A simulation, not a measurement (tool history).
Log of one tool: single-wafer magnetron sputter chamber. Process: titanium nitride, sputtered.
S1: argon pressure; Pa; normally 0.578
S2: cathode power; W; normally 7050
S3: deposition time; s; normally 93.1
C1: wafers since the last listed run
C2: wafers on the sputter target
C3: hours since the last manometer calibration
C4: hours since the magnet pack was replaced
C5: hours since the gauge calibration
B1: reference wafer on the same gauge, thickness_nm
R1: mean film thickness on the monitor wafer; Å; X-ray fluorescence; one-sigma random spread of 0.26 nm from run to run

run	hour	S1	S2	S3	C1	C2	C3	C4	C5	B1	R1
1	0	0.578	7050	93.1	0	687	178.6	3324.6	925.3	120.007	1148.22
2	33.5	0.401	7050	93.1	320	1008	212.1	3358.1	958.8	120.05	1249.84
3	69.1	0.401	7050	93.1	340	1348	247.7	3393.7	994.4	119.955	1245.26
4	124.2	0.578	7050	93.1	527	1876	302.8	3448.8	1049.5	120.082	1146.78
5	176.9	0.578	7050	93.1	504	2380	355.5	3501.5	1102.2	119.899	1152.6
6	242.6	0.578	7050	93.1	628	3009	421.2	3567.2	1167.9	119.995	1147.39
7	267.1	0.578	7050	93.1	234	3243	445.7	3591.7	1192.4	120.085	1148.76
# hour 293.9: sputter target and shields replaced
8	467.1	0.578	7050	93.1	1837	1657	645.7	3791.7	1392.4	119.978	1154.78
# hour 650.2: sputter target and shields replaced
9	668.8	0.578	7050	93.1	1853	177	847.4	3993.4	1594.1	119.896	1151.14
10	726.9	0.578	7050	105	555	733	905.5	4051.5	1652.2	120.014	1290.23
11	758.4	0.578	7050	105	301	1035	937	4083	1683.7	120.083	1294.62
12	793.4	0.578	7050	105	334	1370	972	4118	1718.7	119.939	1293.64
13	817.5	0.578	7050	93.1	230	1600	996.1	4142.1	1742.8	119.998	1148.45
14	887.5	0.578	7050	93.1	669	2270	1066.1	4212.1	1812.8	120.016	1147.08
15	933.3	0.578	7050	105	438	2708	1111.9	4257.9	1858.6	120.057	1297.76
# hour 965.8: sputter target and shields replaced
16	966.3	0.578	8600	78.5	239	4	1144.9	4290.9	1891.6	119.97	1180.02
17	999.2	0.788	5850	107.3	314	319	1177.8	4323.8	1924.5	119.927	997.8
18	1057.2	0.44	8000	84.8	554	874	1235.8	4381.8	1982.5	120.051	1268.02
19	1126.1	0.578	8650	93.1	659	1533	1304.7	4450.7	2051.4	120.007	1408.69
20	1186.8	0.655	6350	93.1	580	2114	1365.4	4511.4	2112.1	120.112	997.88
# hour 1215.4: gauge calibrated
21	1229.4	0.578	7050	93.1	407	2521	1408	4554	14	120.017	1152.22
# hour 1248.9: capacitance manometer re-zeroed and calibrated
22	1268.7	0.578	7050	93.1	299	2821	19.8	4593.3	53.3	119.977	1144.06
# hour 1306: sputter target and shields replaced
# hour 1329: magnet pack replaced
23	1336.7	0.578	7050	93.1	497	216	87.8	7.7	121.3	120.018	1150.14
24	1398.6	0.578	7050	80.4	592	809	149.7	69.6	183.2	120.083	995.87
25	1542.2	0.724	5450	101	1374	2183	293.3	213.2	326.8	120.075	902.87

Forecast run 26:
26	1586.7	0.512	7050	93.1	425	2608	337.8	257.7	371.3	?	?

B1: 119.946
R1: 1186.15 Å
Minus the tool's unlogged condition, the same run would have read R1 1186.15 Å.
